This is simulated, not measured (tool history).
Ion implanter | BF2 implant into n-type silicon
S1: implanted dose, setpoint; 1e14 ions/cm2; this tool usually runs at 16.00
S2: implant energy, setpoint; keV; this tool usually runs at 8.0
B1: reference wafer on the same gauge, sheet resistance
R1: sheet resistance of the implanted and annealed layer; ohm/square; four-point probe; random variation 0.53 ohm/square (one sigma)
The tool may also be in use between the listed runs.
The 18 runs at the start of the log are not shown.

run   hour     S1    S2      B1      R1
 19  440.6  16.00  10.0  328.91  322.50
 20  454.6  16.00   8.0  329.01  360.01
 21  482.7  19.24   7.0  328.98  374.62
 22  499.3  19.04   7.0  329.04  375.02
     529.4  -- extraction supply calibrated
 23  529.9  17.26   9.0  329.04  332.80
 24  542.5  12.67   6.0  328.95  413.83
     578.8  -- Faraday cup replaced and dose calibrated
 25  579.3  14.68  10.5  329.07  313.83
 26  610.1  12.15   6.5  328.99  400.10
 27  625.9  11.20   9.0  329.02  348.58
 28  642.1  16.00   8.0  328.98  354.35
 29  665.1  17.97   8.0  328.91  349.27
 30  688.2  17.97   8.0  329.00  348.46
 31  710.6  17.44   9.5  328.89  323.25
 32  729.3  11.95   7.0  329.03  387.77
 33  756.0  12.65   8.0  328.93  363.15
 34  785.2  18.88  10.0  329.06  312.75
 35  820.0  16.00   5.5  329.00  419.92
 36  853.9  16.00   8.0  328.89  354.31

Alternative continuations, all from the tool just after run 36; predict every row:
  A  854.3  12.29  8.0   ?   ?
  B  854.3  20.61  7.0   ?   ?
  C  854.3  12.38  9.0   ?   ?
  D  854.3  16.00  6.5   ?   ?
  E  854.3  12.01  8.0   ?   ?

run      B1      R1
  A  328.96  364.36
  B  328.96  365.82
  C  328.96  345.10
  D  328.96  388.95
  E  328.96  365.27
Without the tool's hidden state the same runs would have given:
run      R1
  A  362.14
  B  363.55
  C  342.95
  D  386.59
  E  363.05
